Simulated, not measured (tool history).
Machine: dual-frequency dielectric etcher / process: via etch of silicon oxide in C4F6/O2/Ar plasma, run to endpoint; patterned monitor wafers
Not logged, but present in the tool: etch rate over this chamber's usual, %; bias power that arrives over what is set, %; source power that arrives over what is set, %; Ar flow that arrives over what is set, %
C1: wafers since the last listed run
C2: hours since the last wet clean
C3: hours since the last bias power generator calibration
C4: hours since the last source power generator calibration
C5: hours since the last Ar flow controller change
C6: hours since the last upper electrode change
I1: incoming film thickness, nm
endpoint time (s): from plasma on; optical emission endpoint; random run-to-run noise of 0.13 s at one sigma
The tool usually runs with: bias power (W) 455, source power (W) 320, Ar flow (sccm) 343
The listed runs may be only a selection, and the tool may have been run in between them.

run 1 hour=0.0 | bias_power_(W)=455 source_power_(W)=320 Ar_flow_(sccm)=343 | C1=0 C2=138.4 C3=3770.2 C4=1095.6 C5=2738.6 C6=2986.5 | I1=107.5 | endpoint_time_(s)=24.7
run 2 hour=57.5 | bias_power_(W)=455 source_power_(W)=320 Ar_flow_(sccm)=343 | C1=805 C2=195.9 C3=3827.7 C4=1153.1 C5=2796.1 C6=3044.0 | I1=106.6 | endpoint_time_(s)=24.4
run 3 hour=119.2 | bias_power_(W)=455 source_power_(W)=320 Ar_flow_(sccm)=343 | C1=864 C2=257.6 C3=3889.4 C4=1214.8 C5=2857.8 C6=3105.7 | I1=107.0 | endpoint_time_(s)=24.4
run 4 hour=143.9 | bias_power_(W)=455 source_power_(W)=320 Ar_flow_(sccm)=309 | C1=346 C2=282.3 C3=3914.1 C4=1239.5 C5=2882.5 C6=3130.4 | I1=107.6 | endpoint_time_(s)=24.2
run 5 hour=214.6 | bias_power_(W)=455 source_power_(W)=320 Ar_flow_(sccm)=309 | C1=990 C2=353.0 C3=3984.8 C4=1310.2 C5=2953.2 C6=3201.1 | I1=107.2 | endpoint_time_(s)=23.8
run 6 hour=283.7 | bias_power_(W)=455 source_power_(W)=270 Ar_flow_(sccm)=343 | C1=967 C2=422.1 C3=4053.9 C4=1379.3 C5=3022.3 C6=3270.2 | I1=106.7 | endpoint_time_(s)=27.1
run 7 hour=348.2 | bias_power_(W)=455 source_power_(W)=270 Ar_flow_(sccm)=343 | C1=903 C2=486.6 C3=4118.4 C4=1443.8 C5=3086.8 C6=3334.7 | I1=105.9 | endpoint_time_(s)=26.5
run 8 hour=408.3 | bias_power_(W)=365 source_power_(W)=320 Ar_flow_(sccm)=343 | C1=841 C2=546.7 C3=4178.5 C4=1503.9 C5=3146.9 C6=3394.8 | I1=107.3 | endpoint_time_(s)=27.2
-- hour=433.4 source power generator calibrated
run 9 hour=436.6 | bias_power_(W)=365 source_power_(W)=320 Ar_flow_(sccm)=343 | C1=340 C2=575.0 C3=4206.8 C4=3.2 C5=3175.2 C6=3423.1 | I1=107.1 | endpoint_time_(s)=27.3
-- hour=459.9 bias power generator calibrated
run 10 hour=468.0 | bias_power_(W)=365 source_power_(W)=320 Ar_flow_(sccm)=343 | C1=383 C2=606.4 C3=8.1 C4=34.6 C5=3206.6 C6=3454.5 | I1=107.7 | endpoint_time_(s)=27.4
-- hour=503.8 wet clean of the chamber
run 11 hour=515.2 | bias_power_(W)=455 source_power_(W)=380 Ar_flow_(sccm)=343 | C1=324 C2=11.4 C3=55.3 C4=81.8 C5=3253.8 C6=3501.7 | I1=107.1 | endpoint_time_(s)=22.6
-- hour=554.2 upper electrode replaced
-- hour=560.6 Ar flow controller replaced
run 12 hour=584.2 | bias_power_(W)=484 source_power_(W)=270 Ar_flow_(sccm)=343 | C1=546 C2=80.4 C3=124.3 C4=150.8 C5=23.6 C6=30.0 | I1=105.3 | endpoint_time_(s)=26.4
run 13 hour=635.5 | bias_power_(W)=484 source_power_(W)=270 Ar_flow_(sccm)=343 | C1=718 C2=131.7 C3=175.6 C4=202.1 C5=74.9 C6=81.3 | I1=107.0 | endpoint_time_(s)=26.7
run 14 hour=663.3 | bias_power_(W)=455 source_power_(W)=270 Ar_flow_(sccm)=366 | C1=389 C2=159.5 C3=203.4 C4=229.9 C5=102.7 C6=109.1 | I1=106.2 | endpoint_time_(s)=27.9
run 15 hour=692.1 | bias_power_(W)=455 source_power_(W)=320 Ar_flow_(sccm)=311 | C1=403 C2=188.3 C3=232.2 C4=258.7 C5=131.5 C6=137.9 | I1=107.4 | endpoint_time_(s)=24.6
run 16 hour=719.8 | bias_power_(W)=455 source_power_(W)=320 Ar_flow_(sccm)=294 | C1=388 C2=216.0 C3=259.9 C4=286.4 C5=159.2 C6=165.6 | I1=107.3 | endpoint_time_(s)=24.3
run 17 hour=755.9 | bias_power_(W)=510 source_power_(W)=340 Ar_flow_(sccm)=343 | C1=505 C2=252.1 C3=296.0 C4=322.5 C5=195.3 C6=201.7 | I1=106.7 | endpoint_time_(s)=22.5
run 18 hour=798.5 | bias_power_(W)=387 source_power_(W)=340 Ar_flow_(sccm)=408 | C1=596 C2=294.7 C3=338.6 C4=365.1 C5=237.9 C6=244.3 | I1=106.7 | endpoint_time_(s)=26.5
run 19 hour=830.0 | bias_power_(W)=455 source_power_(W)=320 Ar_flow_(sccm)=315 | C1=441 C2=326.2 C3=370.1 C4=396.6 C5=269.4 C6=275.8 | I1=106.5 | endpoint_time_(s)=23.9
run 20 hour=862.4 | bias_power_(W)=455 source_power_(W)=320 Ar_flow_(sccm)=292 | C1=453 C2=358.6 C3=402.5 C4=429.0 C5=301.8 C6=308.2 | I1=105.9 | endpoint_time_(s)=23.5
run 21 hour=890.7 | bias_power_(W)=424 source_power_(W)=360 Ar_flow_(sccm)=343 | C1=396 C2=386.9 C3=430.8 C4=457.3 C5=330.1 C6=336.5 | I1=106.4 | endpoint_time_(s)=23.6
run 22 hour=917.0 | bias_power_(W)=455 source_power_(W)=320 Ar_flow_(sccm)=343 | C1=368 C2=413.2 C3=457.1 C4=483.6 C5=356.4 C6=362.8 | I1=106.0 | endpoint_time_(s)=24.2
run 23 hour=968.6 | bias_power_(W)=423 source_power_(W)=260 Ar_flow_(sccm)=343 | C1=722 C2=464.8 C3=508.7 C4=535.2 C5=408.0 C6=414.4 | I1=106.8 | endpoint_time_(s)=29.0
-- hour=1011.8 wet clean of the chamber
run 24 hour=1038.2 | bias_power_(W)=563 source_power_(W)=320 Ar_flow_(sccm)=343 | C1=638 C2=26.4 C3=578.3 C4=604.8 C5=477.6 C6=484.0 | I1=107.2 | endpoint_time_(s)=22.4
run 25 hour=1065.0 | bias_power_(W)=521 source_power_(W)=320 Ar_flow_(sccm)=321 | C1=375 C2=53.2 C3=605.1 C4=631.6 C5=504.4 C6=510.8 | I1=107.6 | endpoint_time_(s)=22.9
run 26 hour=1111.2 | bias_power_(W)=489 source_power_(W)=380 Ar_flow_(sccm)=343 | C1=647 C2=99.4 C3=651.3 C4=677.8 C5=550.6 C6=557.0 | I1=108.0 | endpoint_time_(s)=22.0
run 27 hour=1175.1 | bias_power_(W)=348 source_power_(W)=320 Ar_flow_(sccm)=393 | C1=895 C2=163.3 C3=715.2 C4=741.7 C5=614.5 C6=620.9 | I1=106.8 | endpoint_time_(s)=29.0
run 28 hour=1239.8 | bias_power_(W)=415 source_power_(W)=320 Ar_flow_(sccm)=343 | C1=906 C2=228.0 C3=779.9 C4=806.4 C5=679.2 C6=685.6 | I1=107.0 | endpoint_time_(s)=25.8
run 29 hour=1310.5 | bias_power_(W)=455 source_power_(W)=320 Ar_flow_(sccm)=343 | C1=990 C2=298.7 C3=850.6 C4=877.1 C5=749.9 C6=756.3 | I1=106.4 | endpoint_time_(s)=24.3
run 30 hour=1359.6 | bias_power_(W)=455 source_power_(W)=320 Ar_flow_(sccm)=343 | C1=687 C2=347.8 C3=899.7 C4=926.2 C5=799.0 C6=805.4 | I1=106.9 | endpoint_time_(s)=24.6

Below are 3 alternative next runs, each starting from the tool's condition after run 30. Predict each:
run A hour=1360.0 | bias_power_(W)=455 source_power_(W)=320 Ar_flow_(sccm)=343 | C1=5 C2=348.2 C3=900.1 C4=926.6 C5=799.4 C6=805.8 | I1=106.7 | endpoint_time_(s)=?
run B hour=1360.0 | bias_power_(W)=455 source_power_(W)=250 Ar_flow_(sccm)=343 | C1=5 C2=348.2 C3=900.1 C4=926.6 C5=799.4 C6=805.8 | I1=106.7 | endpoint_time_(s)=?
run C hour=1360.0 | bias_power_(W)=455 source_power_(W)=320 Ar_flow_(sccm)=406 | C1=5 C2=348.2 C3=900.1 C4=926.6 C5=799.4 C6=805.8 | I1=106.7 | endpoint_time_(s)=?

run=A endpoint_time_(s)=24.0
run=B endpoint_time_(s)=28.1
run=C endpoint_time_(s)=24.6
Stripped of hidden state, with their random variation kept, the same runs would have yielded:
run=A endpoint_time_(s)=24.8
run=B endpoint_time_(s)=29.1
run=C endpoint_time_(s)=25.5
